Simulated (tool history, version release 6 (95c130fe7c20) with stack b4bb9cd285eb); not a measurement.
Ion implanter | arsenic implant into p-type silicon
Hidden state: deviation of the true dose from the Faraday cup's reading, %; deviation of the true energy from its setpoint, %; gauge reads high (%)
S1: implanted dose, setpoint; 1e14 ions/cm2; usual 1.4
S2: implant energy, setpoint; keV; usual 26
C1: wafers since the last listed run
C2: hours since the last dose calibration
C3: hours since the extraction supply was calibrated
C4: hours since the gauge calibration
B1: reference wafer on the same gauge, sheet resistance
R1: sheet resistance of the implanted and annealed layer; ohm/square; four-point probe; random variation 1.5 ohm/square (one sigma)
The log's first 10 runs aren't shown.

| run | day | S1 | S2 | C1 | C2 | C3 | C4 | B1 | R1 |
|---|---|---|---|---|---|---|---|---|---|
|  | 9.962 | extraction supply calibrated |
| 11 | 10.471 | 1.4 | 26 | 302 | 1662.3 | 12.2 | 569.6 | 530.08 | 537.32 |
| 12 | 11.392 | 1.4 | 26 | 275 | 1684.4 | 34.3 | 591.7 | 529.56 | 536.95 |
| 13 | 12.438 | 1.4 | 26 | 312 | 1709.5 | 59.4 | 616.8 | 529.68 | 536.44 |
| 14 | 13.042 | 1.15 | 26 | 180 | 1724 | 73.9 | 631.3 | 529.13 | 619.21 |
| 15 | 13.746 | 1.4 | 28.5 | 210 | 1740.9 | 90.8 | 648.2 | 530.35 | 527 |
| 16 | 14.779 | 1.4 | 28.5 | 309 | 1765.7 | 115.6 | 673 | 529.55 | 532.36 |
|  | 14.85 | gauge calibrated |
| 17 | 15.479 | 1.4 | 26 | 209 | 1782.5 | 132.4 | 15.1 | 530.02 | 539.3 |
| 18 | 16.267 | 1.4 | 26 | 235 | 1801.4 | 151.3 | 34 | 530.13 | 535.63 |
| 19 | 17.167 | 1.75 | 26 | 269 | 1823 | 172.9 | 55.6 | 529.94 | 455.87 |
| 20 | 18.379 | 1.2 | 32 | 362 | 1852.1 | 202 | 84.7 | 530.01 | 575.74 |
| 21 | 20.675 | 1.52 | 32.5 | 686 | 1907.2 | 257.1 | 139.8 | 529.15 | 488.39 |
| 22 | 21.342 | 1.4 | 26 | 199 | 1923.2 | 273.1 | 155.8 | 529.93 | 537.3 |
|  | 22.179 | Faraday cup replaced and dose calibrated |
| 23 | 22.2 | 1.4 | 26 | 157 | 0.5 | 293.7 | 176.4 | 530.31 | 554 |
| 24 | 22.629 | 1.29 | 35 | 128 | 10.8 | 304 | 186.7 | 530.22 | 556.44 |
| 25 | 24.017 | 1.67 | 30 | 415 | 44.1 | 337.3 | 220 | 529.9 | 477.31 |
| 26 | 24.692 | 1.4 | 22.5 | 201 | 60.3 | 353.5 | 236.2 | 530.5 | 564.71 |
| 27 | 25.212 | 1.7 | 30 | 155 | 72.8 | 366 | 248.7 | 529.12 | 468.44 |
| 28 | 26.05 | 1.19 | 26 | 250 | 92.9 | 386.1 | 268.8 | 530.06 | 618.45 |
| 29 | 26.625 | 1.4 | 26 | 172 | 106.7 | 399.9 | 282.6 | 530.25 | 551.07 |
| 30 | 27.796 | 1.52 | 23.5 | 350 | 134.8 | 428 | 310.7 | 530.02 | 528.27 |
| 31 | 28.929 | 1.15 | 17.5 | 339 | 162 | 455.2 | 337.9 | 529.35 | 671.3 |
| 32 | 30.421 | 1.4 | 26 | 446 | 197.8 | 491 | 373.7 | 529.76 | 546.57 |

4 ways to go on from here, each from the tool as it stands after run 32. What would each give?
| A | 30.438 | 1.4 | 26 | 4 | 198.2 | 491.4 | 374.1 | ? | ? |
| B | 30.438 | 1.52 | 20.5 | 4 | 198.2 | 491.4 | 374.1 | ? | ? |
| C | 30.438 | 1.24 | 19 | 4 | 198.2 | 491.4 | 374.1 | ? | ? |
| D | 30.438 | 1.71 | 35 | 4 | 198.2 | 491.4 | 374.1 | ? | ? |

| run | B1 | R1 |
|---|---|---|
| A | 529.88 | 547.48 |
| B | 529.88 | 535.34 |
| C | 529.88 | 628.35 |
| D | 529.88 | 452.01 |
Without the tool's hidden state the same runs would have given:
| run | R1 |
|---|---|
| A | 556.4 |
| B | 544.29 |
| C | 638.71 |
| D | 459.36 |
